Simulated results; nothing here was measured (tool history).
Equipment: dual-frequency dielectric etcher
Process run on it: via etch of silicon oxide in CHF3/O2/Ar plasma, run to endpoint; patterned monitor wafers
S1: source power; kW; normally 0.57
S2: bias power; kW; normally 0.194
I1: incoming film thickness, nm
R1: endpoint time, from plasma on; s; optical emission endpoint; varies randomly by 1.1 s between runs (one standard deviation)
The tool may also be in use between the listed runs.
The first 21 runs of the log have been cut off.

run	hour	S1	S2	I1	R1
# hour 1584.8: source power generator calibrated
22	1664.4	0.5	0.229	647.3	332.1
23	1704.4	0.48	0.15	636.4	354.9
# hour 1740.9: wet clean of the chamber
24	1755.7	0.57	0.165	636.7	335.2
25	1848.4	0.57	0.194	640.7	327.9
26	1944.2	0.46	0.224	637.2	335.9
27	2010.3	0.57	0.194	642.8	325.8
28	2081.2	0.57	0.194	639.5	325.2
29	2121.5	0.51	0.158	639.5	348.4
30	2235.6	0.63	0.224	632.6	303.4
31	2282.2	0.57	0.194	644.9	328.7
32	2357.8	0.66	0.194	633.6	308.9
33	2450.1	0.44	0.151	640.6	364.4
# hour 2476.1: wet clean of the chamber
34	2535.8	0.45	0.237	641.4	332.9

Consider 5 possible next runs. They are alternatives, not a sequence: every one starts from the tool as it was left by run 34. What does each give?
A	2536.3	0.57	0.176	628.1	?
B	2536.3	0.57	0.224	628.1	?
C	2536.3	0.49	0.207	628.1	?
D	2536.3	0.67	0.232	628.1	?
E	2536.3	0.44	0.221	628.1	?

run	R1
A	322.7
B	309.5
C	327
D	293.7
E	332.3
Without the tool's unlogged condition, the same runs would have read:
run	R1
A	324.7
B	311.4
C	329
D	295.6
E	334.3

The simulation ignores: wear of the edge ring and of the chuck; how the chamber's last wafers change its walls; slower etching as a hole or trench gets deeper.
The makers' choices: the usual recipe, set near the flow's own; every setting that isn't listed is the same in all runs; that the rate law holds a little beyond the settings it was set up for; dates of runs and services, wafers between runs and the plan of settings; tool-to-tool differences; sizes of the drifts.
